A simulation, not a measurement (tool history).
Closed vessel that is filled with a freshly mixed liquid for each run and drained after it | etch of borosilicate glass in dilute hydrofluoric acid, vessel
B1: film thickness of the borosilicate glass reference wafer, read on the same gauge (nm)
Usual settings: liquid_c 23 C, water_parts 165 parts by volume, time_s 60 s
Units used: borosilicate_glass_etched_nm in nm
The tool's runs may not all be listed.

run 1 day=0 | liquid_c=19.5 water_parts=165 time_s=60 | B1=70 | borosilicate_glass_etched_nm=9.93
run 2 day=4.3 | liquid_c=19.5 water_parts=165 time_s=60 | B1=69.97 | borosilicate_glass_etched_nm=10.09
run 3 day=7.75 | liquid_c=23 water_parts=165 time_s=85 | B1=70.04 | borosilicate_glass_etched_nm=16.43
run 4 day=9.712 | liquid_c=23 water_parts=165 time_s=85 | B1=69.95 | borosilicate_glass_etched_nm=16.92
-- day=12.838 thermometer replaced
run 5 day=13.221 | liquid_c=23 water_parts=165 time_s=60 | B1=70.02 | borosilicate_glass_etched_nm=10.75
run 6 day=14.908 | liquid_c=23 water_parts=165 time_s=60 | B1=69.95 | borosilicate_glass_etched_nm=10.93
run 7 day=17.125 | liquid_c=23 water_parts=165 time_s=60 | B1=70.04 | borosilicate_glass_etched_nm=10.87
-- day=18.875 hydrofluoric acid flow meter replaced
run 8 day=20.179 | liquid_c=26 water_parts=165 time_s=60 | B1=70.03 | borosilicate_glass_etched_nm=12.32
run 9 day=23.117 | liquid_c=23 water_parts=165 time_s=60 | B1=70.02 | borosilicate_glass_etched_nm=10.99
run 10 day=25.271 | liquid_c=20 water_parts=90 time_s=45 | B1=70.04 | borosilicate_glass_etched_nm=15.22
-- day=25.9 gauge calibrated
run 11 day=27.142 | liquid_c=21 water_parts=165 time_s=75 | B1=69.99 | borosilicate_glass_etched_nm=13.03
run 12 day=29.462 | liquid_c=26 water_parts=125 time_s=60 | B1=69.98 | borosilicate_glass_etched_nm=17.57
run 13 day=31.662 | liquid_c=23 water_parts=165 time_s=60 | B1=69.95 | borosilicate_glass_etched_nm=11.54
run 14 day=33.254 | liquid_c=19.5 water_parts=140 time_s=50 | B1=70.03 | borosilicate_glass_etched_nm=10.21

What if the next run were any one of these 5? Each begins from the tool's condition after run 14:
run A day=33.283 | liquid_c=23 water_parts=165 time_s=60 | B1=? | borosilicate_glass_etched_nm=?
run B day=33.283 | liquid_c=20 water_parts=165 time_s=90 | B1=? | borosilicate_glass_etched_nm=?
run C day=33.283 | liquid_c=23 water_parts=165 time_s=80 | B1=? | borosilicate_glass_etched_nm=?
run D day=33.283 | liquid_c=21.5 water_parts=230 time_s=80 | B1=? | borosilicate_glass_etched_nm=?
run E day=33.283 | liquid_c=19 water_parts=120 time_s=50 | B1=? | borosilicate_glass_etched_nm=?

run=A B1=69.98 borosilicate_glass_etched_nm=11.73
run=B B1=69.98 borosilicate_glass_etched_nm=15.7
run=C B1=69.98 borosilicate_glass_etched_nm=15.63
run=D B1=69.98 borosilicate_glass_etched_nm=9.89
run=E B1=69.98 borosilicate_glass_etched_nm=12.11
Stripped of hidden state, with their random variation kept, the same runs would have yielded:
run=A borosilicate_glass_etched_nm=10.75
run=B borosilicate_glass_etched_nm=14.35
run=C borosilicate_glass_etched_nm=14.33
run=D borosilicate_glass_etched_nm=9.08
run=E borosilicate_glass_etched_nm=11.04
